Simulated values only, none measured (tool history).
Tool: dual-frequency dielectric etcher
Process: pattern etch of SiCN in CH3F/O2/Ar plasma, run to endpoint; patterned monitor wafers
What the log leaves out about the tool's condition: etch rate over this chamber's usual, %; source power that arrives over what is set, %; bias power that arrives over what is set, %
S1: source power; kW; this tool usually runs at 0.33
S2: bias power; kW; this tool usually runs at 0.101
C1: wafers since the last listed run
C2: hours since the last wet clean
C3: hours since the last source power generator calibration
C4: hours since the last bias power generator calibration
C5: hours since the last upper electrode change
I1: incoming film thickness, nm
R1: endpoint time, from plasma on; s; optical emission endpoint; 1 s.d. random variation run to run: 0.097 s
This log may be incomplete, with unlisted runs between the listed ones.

run     day    S1     S2    C1     C2      C3      C4      C5     I1    R1
  1       0  0.33  0.101     0    310  4830.5  2100.6  3087.5  12.66  32.7
      1.254  -- wet clean of the chamber
  2   1.275  0.33  0.101    95    0.5  4861.1  2131.2  3118.1  12.69  32.2
  3   2.254  0.33  0.101   340     24  4884.6  2154.7  3141.6  12.75  32.4
  4    3.75  0.33  0.101   519   59.9  4920.5  2190.6  3177.5  12.71  32.4
  5   4.962  0.33  0.101   421     89  4949.6  2219.7  3206.6  12.68  32.3
  6   6.979  0.33  0.101   700  137.4    4998  2268.1    3255  12.68  32.5
  7  11.412  0.36  0.117  1539  243.8  5104.4  2374.5  3361.4  12.78  30.2
  8   13.55  0.36  0.117   742  295.1  5155.7  2425.8  3412.7  12.77  30.3
  9  14.679  0.36  0.117   392  322.2  5182.8  2452.9  3439.8  12.64    30
     16.254  -- wet clean of the chamber
 10  16.275  0.31  0.101   206    0.5  5221.1  2491.2  3478.1  12.59  32.8
 11  17.862  0.33  0.101   551   38.6  5259.2  2529.3  3516.2   12.7  32.1
     18.646  -- source power generator calibrated
       18.8  -- bias power generator calibrated
     20.738  -- upper electrode replaced
 12  20.758  0.39  0.101   547  108.1    50.7      47     0.5  12.57  29.9
 13  22.567  0.33  0.101   628  151.5    94.1    90.4    43.9  12.65  32.1
 14   24.45   0.3  0.086   654  196.7   139.3   135.6    89.1  12.86  35.9
 15  26.008  0.25  0.086   541  234.1   176.7     173   126.5  12.78  38.8
 16  28.096  0.36  0.117   724  284.2   226.8   223.1   176.6  12.69  30.1
      30.55  -- wet clean of the chamber
 17  30.571  0.31  0.109   512    0.5   286.2   282.5     236  12.65    32
 18  32.379  0.33  0.101   628   43.9   329.6   325.9   279.4  12.65    32
 19   35.25  0.38   0.09   997  112.8   398.5   394.8   348.3  12.77  31.7
 20  38.062   0.3  0.077   976  180.3     466   462.3   415.8   12.7  36.5
 21  41.058  0.33  0.091  1040  252.2   537.9   534.2   487.7  12.65  33.5
 22  42.388   0.4  0.116   461  284.1   569.8   566.1   519.6  12.68  28.9

Predict each of these 5 candidate next runs independently; none follows another, all start after run 22:
  A  42.404   0.4  0.101   5  284.5  570.2  566.5  520  12.72   ?
  B  42.404  0.28  0.118   5  284.5  570.2  566.5  520  12.72   ?
  C  42.404  0.33  0.078   5  284.5  570.2  566.5  520  12.72   ?
  D  42.404  0.33  0.111   5  284.5  570.2  566.5  520  12.72   ?
  E  42.404  0.36  0.111   5  284.5  570.2  566.5  520  12.72   ?

run    R1
  A  30.2
  B  33.4
  C  35.3
  D  31.8
  E  30.7
Had the tool no hidden state, the same runs would have come out as:
run    R1
  A  29.9
  B    33
  C  34.8
  D  31.4
  E  30.3
